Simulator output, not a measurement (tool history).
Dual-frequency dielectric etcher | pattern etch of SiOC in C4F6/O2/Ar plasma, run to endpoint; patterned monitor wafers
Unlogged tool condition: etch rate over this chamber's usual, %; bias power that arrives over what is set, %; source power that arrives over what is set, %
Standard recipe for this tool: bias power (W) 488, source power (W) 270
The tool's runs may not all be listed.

run	day	bias power (W)	source power (W)	wafers since the last listed run	hours since the last wet clean	hours since the last bias power generator calibration	hours since the last source power generator calibration	hours since the last upper electrode change	incoming incoming film thickness, nm	endpoint time (s)
1	0.000	488	270	0	260.8	1582.4	3269.9	3969.4	53.3	24.1
2	1.446	488	270	326	295.5	1617.1	3304.6	4004.1	53.2	23.9
3	2.833	488	270	312	328.8	1650.4	3337.9	4037.4	53.3	23.4
4	3.721	488	270	200	350.1	1671.7	3359.2	4058.7	52.8	23.7
# day 5.071: source power generator calibrated
5	5.200	416	270	296	385.6	1707.2	3.1	4094.2	53.1	25.4
6	6.154	416	270	215	408.5	1730.1	26.0	4117.1	53.4	25.6
7	7.288	488	270	255	435.7	1757.3	53.2	4144.3	52.7	23.5
8	8.746	488	270	328	470.7	1792.3	88.2	4179.3	53.0	23.3
# day 9.029: bias power generator calibrated
# day 10.012: wet clean of the chamber
9	10.033	583	270	30	0.5	24.1	119.1	4210.2	52.7	22.6
10	10.758	488	270	163	17.9	41.5	136.5	4227.6	53.1	24.8
11	12.233	488	270	332	53.3	76.9	171.9	4263.0	52.4	23.9
12	13.629	488	270	314	86.8	110.4	205.4	4296.5	53.2	24.3
13	15.112	419	270	334	122.4	146.0	241.0	4332.1	52.9	26.1
14	15.875	488	270	171	140.7	164.3	259.3	4350.4	53.0	24.0
15	16.746	537	340	196	161.6	185.2	280.2	4371.3	54.1	22.0
16	18.042	488	270	292	192.7	216.3	311.3	4402.4	52.9	24.3
17	18.588	457	310	123	205.8	229.4	324.4	4415.5	52.6	23.6
# day 19.821: upper electrode replaced, of another model than before
18	19.842	488	270	57	235.9	259.5	354.5	0.5	53.2	23.9
19	20.429	586	210	132	250.0	273.6	368.6	14.6	53.0	25.4
20	22.788	426	320	531	306.6	330.2	425.2	71.2	53.2	22.9
21	23.583	488	270	179	325.7	349.3	444.3	90.3	53.1	23.5
22	24.654	545	310	241	351.4	375.0	470.0	116.0	53.2	21.1
23	25.804	551	250	259	379.0	402.6	497.6	143.6	53.3	23.4
24	27.425	488	270	365	417.9	441.5	536.5	182.5	53.7	23.6
25	27.983	488	340	125	431.3	454.9	549.9	195.9	53.4	21.1
# day 29.162: wet clean of the chamber
26	29.183	414	270	45	0.5	483.7	578.7	224.7	53.3	26.1
27	29.829	385	300	145	16.0	499.2	594.2	240.2	52.9	25.4
28	31.133	488	200	294	47.3	530.5	625.5	271.5	53.2	29.0
29	32.408	590	270	287	77.9	561.1	656.1	302.1	52.9	22.5
30	33.367	385	270	216	100.9	584.1	679.1	325.1	52.6	26.2
31	34.188	488	270	185	120.6	603.8	698.8	344.8	52.9	23.9
32	35.358	488	220	264	148.7	631.9	726.9	372.9	53.3	27.1

Run 33, settings as shown, results not yet in. Your forecast:
33	36.483	436	250	253	175.7	658.9	753.9	399.9	52.8	?

endpoint time (s): 25.7
Minus the tool's unlogged condition, the same run would have read endpoint time (s) 26.2.
